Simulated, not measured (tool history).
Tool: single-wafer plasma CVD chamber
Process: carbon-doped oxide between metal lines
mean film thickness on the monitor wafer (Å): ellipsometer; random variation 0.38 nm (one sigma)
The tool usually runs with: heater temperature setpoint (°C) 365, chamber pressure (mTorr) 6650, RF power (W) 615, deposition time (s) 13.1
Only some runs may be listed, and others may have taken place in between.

| run | hour | heater temperature setpoint (°C) | chamber pressure (mTorr) | RF power (W) | deposition time (s) | read-back reference wafer on the same gauge, thickness_nm | mean film thickness on the monitor wafer (Å) |
|---|---|---|---|---|---|---|---|
| 1 | 0.0 | 365 | 6650 | 615 | 13.1 | 81.840 | 778.40 |
| 2 | 43.6 | 365 | 6650 | 615 | 13.1 | 81.945 | 770.63 |
| 3 | 103.4 | 365 | 7600 | 615 | 13.1 | 81.911 | 773.82 |
| 4 | 199.3 | 376 | 6650 | 615 | 13.1 | 81.987 | 755.15 |
|  | 216.3 | showerhead replaced |
| 5 | 254.4 | 365 | 6120 | 615 | 12.3 | 81.913 | 724.38 |
| 6 | 315.0 | 365 | 6120 | 615 | 12.3 | 81.919 | 720.45 |
| 7 | 357.1 | 365 | 6650 | 615 | 13.1 | 81.932 | 774.76 |
| 8 | 436.1 | 365 | 6650 | 615 | 11.4 | 81.921 | 672.73 |
|  | 573.6 | thermocouple changed; heater temperature recalibrated |
| 9 | 704.2 | 365 | 7430 | 700 | 13.1 | 81.917 | 814.06 |
| 10 | 802.1 | 365 | 7430 | 700 | 13.1 | 81.891 | 809.59 |
| 11 | 864.5 | 357 | 8060 | 665 | 11.0 | 81.899 | 690.96 |
| 12 | 911.0 | 359 | 7790 | 510 | 15.0 | 81.908 | 856.02 |
| 13 | 986.3 | 375 | 6650 | 575 | 11.8 | 81.795 | 672.97 |
| 14 | 1025.4 | 365 | 6650 | 615 | 13.1 | 81.794 | 775.56 |
| 15 | 1108.2 | 365 | 6650 | 615 | 13.1 | 81.880 | 776.68 |
| 16 | 1147.7 | 378 | 6650 | 615 | 13.1 | 81.859 | 752.17 |
| 17 | 1255.1 | 365 | 6650 | 615 | 11.3 | 81.923 | 677.36 |
| 18 | 1337.6 | 365 | 7360 | 550 | 13.1 | 81.915 | 757.48 |
| 19 | 1444.1 | 355 | 6650 | 565 | 13.1 | 81.827 | 777.53 |
|  | 1491.5 | thermocouple changed; heater temperature recalibrated |
| 20 | 1499.9 | 359 | 7750 | 680 | 14.3 | 81.901 | 884.10 |
|  | 1528.1 | gauge calibrated |
|  | 1563.9 | capacitance manometer re-zeroed and calibrated |
| 21 | 1578.6 | 360 | 5650 | 565 | 11.7 | 81.880 | 673.17 |
|  | 1623.6 | RF generator calibrated |
| 22 | 1655.1 | 350 | 6650 | 660 | 13.1 | 81.977 | 818.73 |
| 23 | 1731.7 | 360 | 6650 | 680 | 15.7 | 81.879 | 965.65 |
| 24 | 1829.4 | 376 | 5510 | 720 | 15.5 | 81.975 | 927.99 |
| 25 | 1932.5 | 365 | 6650 | 615 | 15.1 | 81.920 | 894.91 |
| 26 | 2015.5 | 373 | 6650 | 710 | 11.2 | 81.836 | 679.38 |
| 27 | 2233.7 | 365 | 6650 | 615 | 14.7 | 81.944 | 869.33 |
| 28 | 2337.7 | 365 | 6650 | 615 | 15.1 | 81.891 | 886.98 |
| 29 | 2407.6 | 365 | 6650 | 615 | 13.1 | 81.901 | 775.20 |

Alternative continuations, all from the tool just after run 29; predict every row:
| A | 2408.0 | 365 | 6650 | 695 | 13.1 | ? | ? |
| B | 2408.0 | 372 | 6650 | 615 | 13.1 | ? | ? |
| C | 2408.0 | 374 | 6090 | 615 | 13.1 | ? | ? |

| run | read-back reference wafer on the same gauge, thickness_nm | mean film thickness on the monitor wafer (Å) |
|---|---|---|
| A | 81.982 | 802.08 |
| B | 81.982 | 760.58 |
| C | 81.982 | 754.47 |
What these runs would have given with no unlogged condition in the tool:
| run | mean film thickness on the monitor wafer (Å) |
|---|---|
| A | 802.08 |
| B | 760.58 |
| C | 754.47 |

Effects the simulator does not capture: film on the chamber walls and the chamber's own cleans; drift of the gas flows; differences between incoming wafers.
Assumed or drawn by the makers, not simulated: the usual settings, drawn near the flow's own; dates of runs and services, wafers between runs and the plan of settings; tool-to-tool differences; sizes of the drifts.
